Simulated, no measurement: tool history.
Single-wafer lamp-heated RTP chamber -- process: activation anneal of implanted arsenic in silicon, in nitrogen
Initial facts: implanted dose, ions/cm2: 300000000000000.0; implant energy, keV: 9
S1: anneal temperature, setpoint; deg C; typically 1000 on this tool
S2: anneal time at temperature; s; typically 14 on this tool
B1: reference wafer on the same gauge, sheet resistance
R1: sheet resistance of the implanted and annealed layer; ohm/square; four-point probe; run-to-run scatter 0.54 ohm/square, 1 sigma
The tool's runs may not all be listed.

run,hour,S1,S2,B1,R1
1,0.0,1000,14,288.06,338.02
# hour 3.1: reflector plate cleaned
# hour 34.6: pyrometer window cleaned and pyrometer calibrated
2,46.1,1000,14,287.93,339.64
3,80.1,1000,14,287.90,339.00
4,140.1,1000,14,287.86,339.57
5,172.4,1000,14,288.13,338.81
# hour 230.9: pyrometer window cleaned and pyrometer calibrated
6,241.8,1000,14,287.97,337.90
7,322.2,1000,9,288.00,343.06
8,370.4,1000,9,287.96,342.30
# hour 385.5: reflector plate cleaned
9,414.4,1000,9,288.03,344.55
# hour 447.8: pyrometer window cleaned and pyrometer calibrated
10,478.5,1012,20,288.01,331.87
# hour 494.9: gauge calibrated
11,516.6,1022,11,288.02,335.79
12,578.3,1012,20,287.91,330.54
# hour 624.5: pyrometer window cleaned and pyrometer calibrated
13,738.5,981,10,288.08,345.20
# hour 779.3: reflector plate cleaned
14,788.1,1029,18,288.03,329.78
# hour 815.6: pyrometer window cleaned and pyrometer calibrated
15,816.1,1012,20,288.05,333.70
16,850.6,972,11,288.05,347.60
17,894.6,1000,14,287.94,339.68
18,923.1,988,10,288.02,344.03

Per-run results on a tool with no hidden state, each run keeping its own random variation:
Unlogged tool condition in this case: true wafer temperature minus pyrometer reading, K; wafer temperature error from the tarnished reflector plate, K; gauge reads high (%).
run,R1
1,340.07
2,340.17
3,339.83
4,340.79
5,340.17
6,339.47
7,344.51
8,343.78
9,345.29
10,333.76
11,337.69
12,333.07
13,346.93
14,330.05
15,334.38
16,348.23
17,340.85
18,345.08
